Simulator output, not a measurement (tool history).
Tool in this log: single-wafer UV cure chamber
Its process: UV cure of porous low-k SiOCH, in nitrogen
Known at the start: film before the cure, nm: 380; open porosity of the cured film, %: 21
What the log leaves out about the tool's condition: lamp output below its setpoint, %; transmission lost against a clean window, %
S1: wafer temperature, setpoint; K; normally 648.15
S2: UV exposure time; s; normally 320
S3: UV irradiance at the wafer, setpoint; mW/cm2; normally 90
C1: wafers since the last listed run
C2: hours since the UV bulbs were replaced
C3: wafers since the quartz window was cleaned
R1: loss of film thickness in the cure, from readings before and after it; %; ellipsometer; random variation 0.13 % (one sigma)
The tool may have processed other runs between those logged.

run	day	S1	S2	S3	C1	C2	C3	R1
1	0	648.15	320	90	0	2736.2	223	12.272
2	2.088	648.15	320	82	285	2786.3	508	11.626
3	2.404	648.15	320	82	43	2793.9	551	11.605
4	2.988	648.15	320	82	79	2807.9	631	11.647
5	3.471	648.15	320	90	66	2819.5	697	12.212
6	3.992	648.15	320	90	71	2832	768	12.071
7	4.35	648.15	320	90	48	2840.6	817	11.896
8	4.671	648.15	320	90	43	2848.3	861	12.023
9	5.188	648.15	320	90	70	2860.7	931	11.876
# day 5.654: quartz window cleaned
10	5.896	648.15	320	99	51	2877.7	32	13.009
11	6.529	648.15	320	99	86	2892.9	119	13.044
12	7.517	648.15	320	99	134	2916.6	254	12.758
13	7.875	648.15	320	90	48	2925.2	303	12.166
14	8.183	648.15	160	114	42	2932.6	345	10.079
# day 9.042: UV bulbs replaced
15	10.192	642.15	435	90	228	27.6	574	13.574
16	10.912	648.15	320	90	98	44.9	672	11.945
17	11.529	648.15	320	90	84	59.7	756	12.081
18	13.262	639.15	260	117	236	101.3	993	12.165
19	13.596	648.15	375	125	45	109.3	1039	14.417
20	13.888	663.15	320	62	39	116.3	1078	10.453
# day 14.404: quartz window cleaned
21	14.425	634.15	380	127	27	129.2	3	14.873
22	14.929	631.15	445	75	68	141.3	71	13.093
23	15.917	640.15	320	56	134	165	206	10.166
24	16.283	638.15	395	67	50	173.8	256	11.562
25	16.604	654.15	470	108	43	181.5	300	15.056

Below, each run's measurement less what the same run would have read without the hidden state. Both values contain the same run-to-run variation, but the gauge's scatter may not be the same in both:
run	R1
1	-0.368
2	-0.554
3	-0.572
4	-0.603
5	-0.636
6	-0.647
7	-0.647
8	-0.663
9	-0.666
10	-0.077
11	-0.203
12	-0.345
13	-0.38
14	-0.391
15	-0.566
16	-0.568
17	-0.594
18	-0.63
19	-0.659
20	-0.606
21	-0.012
22	-0.121
23	-0.269
24	-0.318
25	-0.377

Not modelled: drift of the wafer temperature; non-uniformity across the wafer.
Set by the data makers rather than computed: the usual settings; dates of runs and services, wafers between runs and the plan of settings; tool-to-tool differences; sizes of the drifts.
